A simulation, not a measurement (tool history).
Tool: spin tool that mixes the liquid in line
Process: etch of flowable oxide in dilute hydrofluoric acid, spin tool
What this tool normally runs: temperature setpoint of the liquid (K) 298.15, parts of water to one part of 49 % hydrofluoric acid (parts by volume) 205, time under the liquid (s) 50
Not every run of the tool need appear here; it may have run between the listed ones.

run	hour	temperature setpoint of the liquid (K)	parts of water to one part of 49 % hydrofluoric acid (parts by volume)	time under the liquid (s)	read-back film thickness of the flowable oxide reference wafer, read on the same gauge (nm)	thickness taken off the flowable oxide on a monitor wafer (Å)
1	0.0	298.15	205	50	49.99	83.0
2	16.7	298.15	205	50	49.97	84.4
3	25.6	298.15	205	50	50.04	84.9
4	37.1	298.15	205	50	50.03	84.1
# hour 52.6: gauge calibrated
5	54.3	298.15	205	40	50.01	67.9
6	63.3	298.15	205	40	50.00	66.6
7	75.0	298.15	205	40	49.98	69.0
8	86.8	298.15	205	50	49.94	83.8
9	99.9	301.65	235	50	49.94	81.2
10	113.8	295.15	205	50	49.99	75.5
11	130.3	295.15	205	50	49.95	77.4
12	146.9	298.15	205	50	50.00	85.3
13	157.0	300.65	250	50	50.02	73.3
# hour 165.9: hydrofluoric acid flow meter replaced
14	172.1	300.65	250	50	49.98	72.6
15	179.4	300.65	250	50	49.99	71.8
16	196.9	302.15	205	50	50.03	98.4
17	205.6	302.15	205	50	49.97	98.9
18	212.1	301.15	205	65	49.99	125.0
19	224.6	294.65	230	70	49.95	94.2
# hour 251.5: thermometer replaced
20	267.7	302.15	120	50	50.04	175.8
21	273.7	298.15	260	50	50.03	59.5
22	291.0	298.15	235	50	50.01	69.0
23	299.7	298.15	275	50	49.98	55.1
# hour 305.5: gauge calibrated
24	312.2	302.15	135	80	50.01	243.7
25	321.4	298.15	115	50	50.02	161.9
26	336.7	301.65	235	50	49.99	78.0
27	352.2	298.15	205	50	50.02	81.9
28	364.9	300.65	250	70	50.01	96.4
29	387.5	294.15	205	50	49.96	69.4
30	403.8	301.65	235	50	49.96	77.9
31	410.8	294.65	290	80	49.99	74.8
32	420.5	298.15	205	60	49.96	96.8
33	434.9	299.65	260	25	50.01	32.2

The next listed run, before its measurement:
34	445.2	298.15	205	50	?	?

{"run 34": {"read-back film thickness of the flowable oxide reference wafer, read on the same gauge (nm)": 50.0, "thickness taken off the flowable oxide on a monitor wafer (Å)": 82.6}}
Minus the tool's unlogged condition, the same run would have read thickness taken off the flowable oxide on a monitor wafer (Å) 80.7.
